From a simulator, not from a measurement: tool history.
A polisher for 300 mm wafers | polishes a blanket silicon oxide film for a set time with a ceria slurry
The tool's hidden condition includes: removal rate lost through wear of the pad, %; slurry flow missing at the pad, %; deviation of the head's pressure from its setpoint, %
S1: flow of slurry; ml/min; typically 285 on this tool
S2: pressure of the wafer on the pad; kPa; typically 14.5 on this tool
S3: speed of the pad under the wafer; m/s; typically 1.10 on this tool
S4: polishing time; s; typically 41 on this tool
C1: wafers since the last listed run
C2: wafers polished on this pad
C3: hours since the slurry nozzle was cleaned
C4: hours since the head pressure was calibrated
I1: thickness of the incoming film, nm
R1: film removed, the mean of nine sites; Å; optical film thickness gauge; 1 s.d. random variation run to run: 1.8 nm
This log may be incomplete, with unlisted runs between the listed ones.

run     day   S1    S2    S3  S4   C1    C2     C3     C4      I1    R1
  1   0.000  285  14.5  1.10  41    0  1459  329.7  156.0  1041.7  1364
      0.604  -- worn pad replaced by a new one
  2   1.321  285  14.5  0.94  41  242   150  361.4  187.7  1050.5  1229
  3   2.625  285  14.5  0.94  41  273   424  392.7  219.0  1045.8  1246
  4   3.696  285  14.5  1.10  41  224   649  418.4  244.7  1066.0  1333
  5   4.771  285  14.5  1.10  41  225   874  444.2  270.5  1060.4  1382
  6   5.762  285  14.5  1.10  41  208  1082  468.0  294.3  1047.3  1380
  7   7.079  285  14.5  1.10  41  276  1359  499.6  325.9  1074.7  1366
      7.800  -- worn pad replaced by a new one
  8   7.962  285  14.5  1.10  41  150    34  520.8  347.1  1052.0  1377
  9   9.338  285  14.5  1.10  41  288   322  553.8  380.1  1052.8  1353
 10  10.412  285  14.5  1.10  41  225   548  579.6  405.9  1049.4  1384
 11  11.096  285  14.5  1.10  41  143   691  596.0  422.3  1056.0  1361
 12  11.908  320  14.5  1.10  41  170   862  615.5  441.8  1040.5  1361
 13  13.021  285  14.5  1.10  41  233  1095  642.2  468.5  1065.9  1361
 14  13.842  285  14.5  1.10  41  172  1268  661.9  488.2  1049.3  1369
 15  14.600  285  14.5  1.10  41  159  1427  680.1  506.4  1064.5  1366
     15.446  -- worn pad replaced by a new one
 16  15.679  285  14.5  1.10  41  191    48  706.0  532.3  1050.2  1359
 17  16.975  360  14.5  1.10  41  271   320  737.1  563.4  1060.5  1410
 18  17.600  365  14.5  1.10  52  131   451  752.1  578.4  1077.8  1719
 19  18.921  285  14.5  1.10  41  277   728  783.8  610.1  1055.8  1374
 20  19.858  285  14.5  1.10  41  196   925  806.3  632.6  1073.0  1358
     20.300  -- slurry nozzle cleaned
 21  21.121  285  14.5  1.10  41  256  1181   19.7  662.9  1067.2  1362
 22  21.975  285  14.5  1.10  41  179  1361   40.2  683.4  1053.5  1349
 23  22.496  335  14.5  1.10  41  109  1470   52.7  695.9  1049.9  1378
     23.088  -- worn pad replaced by a new one
 24  23.317  285  14.5  1.10  46  137    48   72.4  715.6  1068.9  1523
 25  23.954  285  11.7  1.10  41  133   182   87.7  730.9  1053.9  1098
     24.404  -- head pressure recalibrated
 26  24.521  260  14.5  1.10  41  101   283  101.3    2.8  1076.2  1358
 27  25.167  340  14.5  1.10  48  135   419  116.8   18.3  1048.4  1593
 28  25.858  285  14.5  0.74  41  145   564  133.4   34.9  1054.0  1100
 29  26.754  285  14.5  1.10  41  187   752  154.9   56.4  1070.3  1353
     30.688  -- worn pad replaced by a new one
 30  30.708  285  14.5  1.36  41  794     4  249.8  151.3  1060.0  1566

For run 31, what comes out?
 31  31.900  285  17.2  1.10  41  250  254  278.4  179.9  1048.5   ?

For run 31 the tool returned R1 1633 Å.
On a tool with no hidden condition, and with the same random variation, this run would have come out at R1 1633 Å.
